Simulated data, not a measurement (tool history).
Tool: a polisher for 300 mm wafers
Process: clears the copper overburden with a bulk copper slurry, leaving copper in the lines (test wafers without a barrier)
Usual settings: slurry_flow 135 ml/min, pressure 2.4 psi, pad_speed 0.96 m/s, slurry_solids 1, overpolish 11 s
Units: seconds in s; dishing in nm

| run | hour | slurry_flow | pressure | pad_speed | slurry_solids | overpolish | incoming thickness of the incoming film, nm | seconds | dishing |
|---|---|---|---|---|---|---|---|---|---|
| 1 | 0 | 135 | 2.4 | 0.8 | 1 | 11 | 988.8 | 186.8 | 40.4 |
| 2 | 24.3 | 135 | 2.4 | 0.8 | 1 | 11 | 997.4 | 190.5 | 40.2 |
| 3 | 42.1 | 135 | 2.4 | 0.96 | 1 | 11 | 992.5 | 159.5 | 46.1 |
| 4 | 71.4 | 135 | 2.4 | 0.96 | 1 | 11 | 994 | 158.8 | 45.8 |
| 5 | 89.7 | 135 | 2.4 | 0.96 | 1 | 11 | 990.4 | 155.3 | 45.7 |
| 6 | 105 | 135 | 2.4 | 0.96 | 1.25 | 11 | 965 | 147.9 | 47.2 |
|  | 111.4 | slurry blender recalibrated |
| 7 | 124.2 | 135 | 2.4 | 0.96 | 1.25 | 11 | 978.4 | 151.1 | 47.2 |
| 8 | 139.9 | 135 | 2.4 | 0.96 | 1 | 11 | 960.2 | 158.5 | 45.5 |
| 9 | 171.4 | 135 | 2.4 | 0.96 | 1 | 11 | 994.1 | 158.9 | 45.2 |
| 10 | 189.8 | 135 | 2.4 | 0.96 | 1 | 11 | 994.3 | 157.7 | 44.7 |
| 11 | 220.5 | 135 | 2.4 | 0.96 | 1 | 11 | 967.4 | 158.9 | 44.7 |
|  | 244 | worn pad replaced by a new one |
| 12 | 252.8 | 135 | 2.4 | 0.96 | 1 | 11 | 982.1 | 164 | 44.8 |
|  | 280.5 | slurry nozzle cleaned |
| 13 | 286.1 | 135 | 2.4 | 0.96 | 1 | 11 | 979.6 | 151.3 | 47.4 |
| 14 | 306.4 | 135 | 2.8 | 0.96 | 1.3 | 11 | 985.7 | 124 | 54.5 |
| 15 | 329.4 | 135 | 2.4 | 0.96 | 1.25 | 11 | 974.4 | 141.6 | 49 |
| 16 | 342.2 | 115 | 2.4 | 1.14 | 1.15 | 11 | 979.3 | 125.2 | 54.1 |
| 17 | 372.6 | 135 | 2.4 | 0.96 | 1.2 | 16 | 979.5 | 142.5 | 61.5 |
| 18 | 385.2 | 155 | 2.9 | 0.96 | 1 | 11 | 989.8 | 123.5 | 56.6 |
| 19 | 419.9 | 135 | 2.4 | 0.96 | 1 | 5 | 985.8 | 155.6 | 25.1 |
| 20 | 448.1 | 135 | 2.4 | 0.96 | 1 | 11 | 986.2 | 149.5 | 46.8 |
| 21 | 476 | 135 | 2.4 | 0.96 | 1 | 11 | 999 | 151 | 47.4 |
| 22 | 504.3 | 100 | 1.9 | 0.66 | 1 | 17 | 972.6 | 286.9 | 38.6 |
|  | 522.1 | worn pad replaced by a new one |
| 23 | 534.1 | 135 | 2.7 | 0.82 | 1 | 11 | 982.6 | 158.5 | 46.5 |
|  | 537.7 | head pressure recalibrated |
|  | 541.8 | slurry blender recalibrated |
| 24 | 642 | 135 | 2.4 | 0.96 | 1 | 11 | 987 | 157.8 | 46 |
| 25 | 667.7 | 120 | 3 | 0.78 | 1 | 11 | 977.6 | 155.2 | 46.4 |
| 26 | 687.8 | 135 | 2.4 | 0.96 | 1 | 11 | 986.1 | 157.4 | 45.6 |

What the log doesn't show, run by run:
removal rate lost through wear of the pad, %: 0 in every run
deviation of the head's pressure from its setpoint, %: 0 in every run
abrasive missing from the slurry, %: 0 in every run
H1: slurry flow missing at the pad, %
| run | H1 |
|---|---|
| 1 | 13.6 |
| 2 | 14.9 |
| 3 | 16 |
| 4 | 17.8 |
| 5 | 19 |
| 6 | 20 |
| 7 | 21.4 |
| 8 | 22.5 |
| 9 | 24.8 |
| 10 | 26.2 |
| 11 | 28.7 |
| 12 | 31.4 |
| 13 | 2.1 |
| 14 | 2.13 |
| 15 | 2.24 |
| 16 | 2.33 |
| 17 | 2.62 |
| 18 | 2.77 |
| 19 | 3.29 |
| 20 | 3.83 |
| 21 | 4.45 |
| 22 | 5.18 |
| 23 | 6.06 |
| 24 | 10.2 |
| 25 | 11.3 |
| 26 | 12.3 |
